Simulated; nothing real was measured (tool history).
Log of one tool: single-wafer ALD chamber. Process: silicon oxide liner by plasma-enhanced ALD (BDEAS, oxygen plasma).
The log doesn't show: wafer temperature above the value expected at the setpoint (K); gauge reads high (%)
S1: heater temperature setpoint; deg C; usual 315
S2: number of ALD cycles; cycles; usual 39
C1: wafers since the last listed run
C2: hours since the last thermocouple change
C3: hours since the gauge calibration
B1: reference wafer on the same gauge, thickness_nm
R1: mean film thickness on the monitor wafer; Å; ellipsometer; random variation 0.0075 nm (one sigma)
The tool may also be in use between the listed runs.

run,hour,S1,S2,C1,C2,C3,B1,R1
1,0.0,322,39,0,227.9,773.1,2.647,29.58
2,67.0,322,39,548,294.9,840.1,2.652,29.57
3,137.1,322,39,573,365.0,910.2,2.650,29.56
4,194.1,315,39,466,422.0,967.2,2.645,29.87
5,228.5,315,41,281,456.4,1001.6,2.648,31.60
6,285.1,315,41,463,513.0,1058.2,2.653,31.47
7,352.4,326,45,550,580.3,1125.5,2.648,34.02
8,413.5,320,39,499,641.4,1186.6,2.650,29.75
9,447.8,315,42,280,675.7,1220.9,2.648,32.37
10,501.3,315,42,437,729.2,1274.4,2.649,32.20
11,572.4,319,39,581,800.3,1345.5,2.651,29.61
12,733.5,319,39,1318,961.4,1506.6,2.650,29.68
13,788.6,319,39,450,1016.5,1561.7,2.649,29.69
14,818.1,315,39,241,1046.0,1591.2,2.649,29.89
15,844.5,315,39,216,1072.4,1617.6,2.647,29.96
# hour 876.0: thermocouple changed; heater temperature recalibrated
16,907.6,325,39,450,31.6,1680.7,2.648,29.69
17,945.5,325,39,310,69.5,1718.6,2.648,29.65
18,1002.4,325,39,465,126.4,1775.5,2.652,29.63
19,1068.9,315,36,544,192.9,1842.0,2.648,27.69
20,1132.9,315,36,523,256.9,1906.0,2.651,27.75
21,1161.4,315,36,233,285.4,1934.5,2.650,27.65
22,1197.4,315,39,294,321.4,1970.5,2.650,30.05
23,1258.5,315,39,499,382.5,2031.6,2.650,29.96
24,1295.9,323,39,306,419.9,2069.0,2.646,29.68
25,1326.3,315,39,248,450.3,2099.4,2.650,29.85
26,1366.3,315,39,327,490.3,2139.4,2.653,30.08
27,1399.2,329,41,269,523.2,2172.3,2.649,30.74
28,1448.7,308,43,405,572.7,2221.8,2.650,33.29
29,1516.4,315,39,553,640.4,2289.5,2.652,29.99
# hour 1525.8: gauge calibrated
30,1548.5,319,39,262,672.5,22.7,2.651,29.60
31,1618.0,315,39,568,742.0,92.2,2.652,29.94
32,1670.3,302,39,427,794.3,144.5,2.650,30.58
33,1828.4,303,34,1293,952.4,302.6,2.648,26.70
34,1853.6,311,45,206,977.6,327.8,2.651,34.80
35,1921.1,315,39,552,1045.1,395.3,2.648,29.90
36,1949.3,315,39,230,1073.3,423.5,2.651,29.94
# hour 2015.2: thermocouple changed; heater temperature recalibrated
37,2019.6,309,39,509,4.4,493.8,2.652,30.44
38,2061.4,307,36,342,46.2,535.6,2.647,28.15
39,2107.8,315,39,379,92.6,582.0,2.649,30.11
40,2169.8,327,35,507,154.6,644.0,2.651,26.38
41,2206.2,328,32,297,191.0,680.4,2.652,24.08
42,2345.3,305,39,1138,330.1,819.5,2.650,30.55
43,2415.8,315,39,576,400.6,890.0,2.651,29.95
44,2445.9,326,34,246,430.7,920.1,2.650,25.68
45,2480.3,307,43,281,465.1,954.5,2.650,33.50
46,2528.7,321,32,396,513.5,1002.9,2.647,24.29
47,2565.8,315,39,303,550.6,1040.0,2.653,29.84

3 ways to go on from here, each from the tool as it stands after run 47. What would each give?
A,2566.3,315,39,4,551.1,1040.5,?,?
B,2566.3,301,39,4,551.1,1040.5,?,?
C,2566.3,329,39,4,551.1,1040.5,?,?

run,B1,R1
A,2.649,30.02
B,2.649,30.71
C,2.649,29.33
Without the tool's hidden state the same runs would have given:
run,R1
A,30.27
B,31.03
C,29.58
